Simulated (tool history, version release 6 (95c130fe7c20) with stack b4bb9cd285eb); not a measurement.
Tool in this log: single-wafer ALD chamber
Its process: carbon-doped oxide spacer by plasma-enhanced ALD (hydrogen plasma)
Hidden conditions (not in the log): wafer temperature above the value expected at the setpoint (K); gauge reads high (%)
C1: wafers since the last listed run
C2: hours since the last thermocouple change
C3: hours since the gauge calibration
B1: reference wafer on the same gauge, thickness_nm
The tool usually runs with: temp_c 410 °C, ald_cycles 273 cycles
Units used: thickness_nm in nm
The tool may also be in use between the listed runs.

run 1 hour=0.0 | temp_c=410 ald_cycles=273 | C1=0 C2=1615.0 C3=1591.5 | B1=12.105 | thickness_nm=14.427
run 2 hour=40.4 | temp_c=410 ald_cycles=273 | C1=52 C2=1655.4 C3=1631.9 | B1=12.095 | thickness_nm=14.489
-- hour=103.6 thermocouple changed; heater temperature recalibrated
run 3 hour=133.4 | temp_c=410 ald_cycles=315 | C1=109 C2=29.8 C3=1724.9 | B1=12.071 | thickness_nm=16.521
run 4 hour=448.3 | temp_c=410 ald_cycles=315 | C1=406 C2=344.7 C3=2039.8 | B1=12.112 | thickness_nm=16.597
run 5 hour=663.8 | temp_c=418 ald_cycles=273 | C1=277 C2=560.2 C3=2255.3 | B1=12.096 | thickness_nm=14.083
run 6 hour=749.8 | temp_c=410 ald_cycles=273 | C1=110 C2=646.2 C3=2341.3 | B1=12.099 | thickness_nm=14.435
run 7 hour=862.0 | temp_c=410 ald_cycles=273 | C1=144 C2=758.4 C3=2453.5 | B1=12.103 | thickness_nm=14.473
run 8 hour=913.3 | temp_c=420 ald_cycles=273 | C1=66 C2=809.7 C3=2504.8 | B1=12.105 | thickness_nm=14.083
-- hour=926.8 gauge calibrated
run 9 hour=966.0 | temp_c=402 ald_cycles=312 | C1=67 C2=862.4 C3=39.2 | B1=12.104 | thickness_nm=16.857
run 10 hour=1062.9 | temp_c=404 ald_cycles=273 | C1=124 C2=959.3 C3=136.1 | B1=12.069 | thickness_nm=14.773
run 11 hour=1147.5 | temp_c=404 ald_cycles=273 | C1=109 C2=1043.9 C3=220.7 | B1=12.086 | thickness_nm=14.693
run 12 hour=1249.0 | temp_c=410 ald_cycles=273 | C1=130 C2=1145.4 C3=322.2 | B1=12.115 | thickness_nm=14.378
run 13 hour=1338.4 | temp_c=410 ald_cycles=273 | C1=115 C2=1234.8 C3=411.6 | B1=12.107 | thickness_nm=14.432
run 14 hour=1407.5 | temp_c=410 ald_cycles=305 | C1=89 C2=1303.9 C3=480.7 | B1=12.097 | thickness_nm=16.137
run 15 hour=1573.2 | temp_c=416 ald_cycles=273 | C1=213 C2=1469.6 C3=646.4 | B1=12.099 | thickness_nm=14.115
run 16 hour=1631.2 | temp_c=410 ald_cycles=292 | C1=74 C2=1527.6 C3=704.4 | B1=12.099 | thickness_nm=15.355
-- hour=1735.2 thermocouple changed; heater temperature recalibrated
run 17 hour=1735.7 | temp_c=405 ald_cycles=257 | C1=124 C2=0.5 C3=808.9 | B1=12.100 | thickness_nm=13.727
run 18 hour=1826.6 | temp_c=418 ald_cycles=240 | C1=117 C2=91.4 C3=899.8 | B1=12.082 | thickness_nm=12.436
run 19 hour=1902.6 | temp_c=424 ald_cycles=273 | C1=98 C2=167.4 C3=975.8 | B1=12.094 | thickness_nm=13.806
run 20 hour=2010.4 | temp_c=410 ald_cycles=273 | C1=139 C2=275.2 C3=1083.6 | B1=12.070 | thickness_nm=14.316
run 21 hour=2111.4 | temp_c=405 ald_cycles=302 | C1=130 C2=376.2 C3=1184.6 | B1=12.104 | thickness_nm=16.142
run 22 hour=2217.2 | temp_c=423 ald_cycles=273 | C1=136 C2=482.0 C3=1290.4 | B1=12.108 | thickness_nm=13.972
run 23 hour=2278.0 | temp_c=410 ald_cycles=273 | C1=78 C2=542.8 C3=1351.2 | B1=12.090 | thickness_nm=14.388
run 24 hour=2352.7 | temp_c=410 ald_cycles=273 | C1=96 C2=617.5 C3=1425.9 | B1=12.098 | thickness_nm=14.493
run 25 hour=2452.1 | temp_c=423 ald_cycles=254 | C1=128 C2=716.9 C3=1525.3 | B1=12.108 | thickness_nm=12.921
run 26 hour=2537.2 | temp_c=405 ald_cycles=310 | C1=109 C2=802.0 C3=1610.4 | B1=12.093 | thickness_nm=16.651
run 27 hour=2601.9 | temp_c=406 ald_cycles=311 | C1=83 C2=866.7 C3=1675.1 | B1=12.109 | thickness_nm=16.546
run 28 hour=2666.3 | temp_c=419 ald_cycles=244 | C1=83 C2=931.1 C3=1739.5 | B1=12.083 | thickness_nm=12.525
run 29 hour=2745.5 | temp_c=395 ald_cycles=255 | C1=102 C2=1010.3 C3=1818.7 | B1=12.100 | thickness_nm=13.964
run 30 hour=2813.7 | temp_c=403 ald_cycles=273 | C1=87 C2=1078.5 C3=1886.9 | B1=12.107 | thickness_nm=14.686
run 31 hour=2878.0 | temp_c=401 ald_cycles=273 | C1=82 C2=1142.8 C3=1951.2 | B1=12.079 | thickness_nm=14.769
run 32 hour=2939.2 | temp_c=403 ald_cycles=238 | C1=78 C2=1204.0 C3=2012.4 | B1=12.122 | thickness_nm=12.806
run 33 hour=2993.0 | temp_c=415 ald_cycles=287 | C1=69 C2=1257.8 C3=2066.2 | B1=12.097 | thickness_nm=14.922

Below are 4 alternative next runs, each starting from the tool's condition after run 33. Predict each:
run A hour=2993.8 | temp_c=410 ald_cycles=273 | C1=1 C2=1258.6 C3=2067.0 | B1=? | thickness_nm=?
run B hour=2993.8 | temp_c=396 ald_cycles=273 | C1=1 C2=1258.6 C3=2067.0 | B1=? | thickness_nm=?
run C hour=2993.8 | temp_c=422 ald_cycles=273 | C1=1 C2=1258.6 C3=2067.0 | B1=? | thickness_nm=?
run D hour=2993.8 | temp_c=399 ald_cycles=231 | C1=1 C2=1258.6 C3=2067.0 | B1=? | thickness_nm=?

run=A B1=12.084 thickness_nm=14.449
run=B B1=12.084 thickness_nm=14.896
run=C B1=12.084 thickness_nm=13.977
run=D B1=12.084 thickness_nm=12.592
Without the tool's unlogged condition, the same runs would have read:
run=A thickness_nm=14.449
run=B thickness_nm=14.896
run=C thickness_nm=13.977
run=D thickness_nm=12.592
